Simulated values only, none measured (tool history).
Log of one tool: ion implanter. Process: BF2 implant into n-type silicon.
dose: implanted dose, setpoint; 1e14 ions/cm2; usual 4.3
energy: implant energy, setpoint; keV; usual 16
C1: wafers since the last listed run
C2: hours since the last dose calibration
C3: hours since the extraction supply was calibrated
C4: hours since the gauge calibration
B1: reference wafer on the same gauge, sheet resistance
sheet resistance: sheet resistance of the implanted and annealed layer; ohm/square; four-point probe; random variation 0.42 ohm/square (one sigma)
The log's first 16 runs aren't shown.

Run 17, hour 237.9: usual settings but energy 10.5 keV; C1 125; C2 55.4; C3 6639.2; C4 74.5; B1 265.05. Result: sheet resistance 309.74 ohm/square.
Run 18, hour 251.7: usual settings but dose 4.63 1e14 ions/cm2, energy 14.5 keV; C1 197; C2 69.2; C3 6653; C4 88.3; B1 264.93. Result: sheet resistance 271.76 ohm/square.
Run 19, hour 261.7: usual settings; C1 142; C2 79.2; C3 6663; C4 98.3; B1 265.13. Result: sheet resistance 279.82 ohm/square.
Run 20, hour 279.1: usual settings but dose 4.68 1e14 ions/cm2, energy 13.5 keV; C1 248; C2 96.6; C3 6680.4; C4 115.7; B1 264.93. Result: sheet resistance 275.27 ohm/square.
Run 21, hour 292.1: usual settings; C1 185; C2 109.6; C3 6693.4; C4 128.7; B1 265.15. Result: sheet resistance 278.22 ohm/square.
At hour 311.1: extraction supply calibrated.
Run 22, hour 331.4: usual settings but dose 3.37 1e14 ions/cm2, energy 12 keV; C1 446; C2 148.9; C3 20.3; C4 168; B1 265.15. Result: sheet resistance 349.6 ohm/square.
Run 23, hour 349.2: usual settings but dose 3.73 1e14 ions/cm2; C1 254; C2 166.7; C3 38.1; C4 185.8; B1 264.97. Result: sheet resistance 307.63 ohm/square.
Run 24, hour 365: usual settings but dose 5.37 1e14 ions/cm2, energy 14.5 keV; C1 225; C2 182.5; C3 53.9; C4 201.6; B1 265.05. Result: sheet resistance 246.63 ohm/square.

Forecast run 25:
Run 25, hour 404.2: usual settings; C1 559; C2 221.7; C3 93.1; C4 240.8; B1 ?. Result: sheet resistance ?.

Run 25 gave B1 265.02, sheet resistance 277.59 ohm/square.
Without the tool's hidden state the same run would have given sheet resistance 281.94 ohm/square.

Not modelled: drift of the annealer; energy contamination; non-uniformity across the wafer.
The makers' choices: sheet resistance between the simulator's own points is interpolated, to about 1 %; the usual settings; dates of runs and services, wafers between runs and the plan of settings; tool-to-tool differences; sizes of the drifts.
